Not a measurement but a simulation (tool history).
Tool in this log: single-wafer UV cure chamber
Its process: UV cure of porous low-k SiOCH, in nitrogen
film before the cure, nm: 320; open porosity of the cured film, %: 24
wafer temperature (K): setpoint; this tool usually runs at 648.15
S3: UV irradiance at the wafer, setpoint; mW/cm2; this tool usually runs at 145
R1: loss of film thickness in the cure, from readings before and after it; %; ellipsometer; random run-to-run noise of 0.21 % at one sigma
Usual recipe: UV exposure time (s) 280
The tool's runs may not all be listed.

{"run": 1, "hour": 0.0, "wafer temperature (K)": 648.15, "UV exposure time (s)": 280, "S3": 145, "R1": 11.201}
{"hour": 109.2, "done": "quartz window cleaned"}
{"run": 2, "hour": 117.9, "wafer temperature (K)": 648.15, "UV exposure time (s)": 280, "S3": 145, "R1": 11.296}
{"run": 3, "hour": 175.7, "wafer temperature (K)": 648.15, "UV exposure time (s)": 280, "S3": 145, "R1": 10.967}
{"run": 4, "hour": 307.9, "wafer temperature (K)": 648.15, "UV exposure time (s)": 280, "S3": 145, "R1": 10.368}
{"hour": 363.1, "done": "UV bulbs replaced"}
{"run": 5, "hour": 419.1, "wafer temperature (K)": 648.15, "UV exposure time (s)": 280, "S3": 145, "R1": 12.206}
{"hour": 446.5, "done": "quartz window cleaned"}
{"run": 6, "hour": 489.3, "wafer temperature (K)": 648.15, "UV exposure time (s)": 280, "S3": 145, "R1": 12.992}
{"run": 7, "hour": 592.6, "wafer temperature (K)": 638.15, "UV exposure time (s)": 225, "S3": 145, "R1": 11.436}
{"run": 8, "hour": 668.8, "wafer temperature (K)": 629.15, "UV exposure time (s)": 280, "S3": 165, "R1": 12.448}
{"run": 9, "hour": 737.0, "wafer temperature (K)": 630.15, "UV exposure time (s)": 280, "S3": 145, "R1": 12.148}
{"hour": 794.3, "done": "quartz window cleaned"}
{"run": 10, "hour": 840.0, "wafer temperature (K)": 648.15, "UV exposure time (s)": 280, "S3": 162, "R1": 13.603}
{"run": 11, "hour": 908.2, "wafer temperature (K)": 648.15, "UV exposure time (s)": 235, "S3": 114, "R1": 10.71}
{"run": 12, "hour": 1001.6, "wafer temperature (K)": 648.15, "UV exposure time (s)": 280, "S3": 145, "R1": 12.45}
{"run": 13, "hour": 1077.8, "wafer temperature (K)": 629.15, "UV exposure time (s)": 280, "S3": 165, "R1": 12.453}
{"run": 14, "hour": 1120.1, "wafer temperature (K)": 666.15, "UV exposure time (s)": 355, "S3": 145, "R1": 12.995}

Run by run, hidden condition taken away, random variation retained:
What the log doesn't record here: lamp output below its setpoint, %; transmission lost against a clean window, %.
run=1 R1=13.567
run=2 R1=13.359
run=3 R1=13.357
run=4 R1=13.643
run=5 R1=13.413
run=6 R1=13.441
run=7 R1=12.169
run=8 R1=13.438
run=9 R1=13.410
run=10 R1=14.203
run=11 R1=11.491
run=12 R1=13.628
run=13 R1=13.953
run=14 R1=14.644
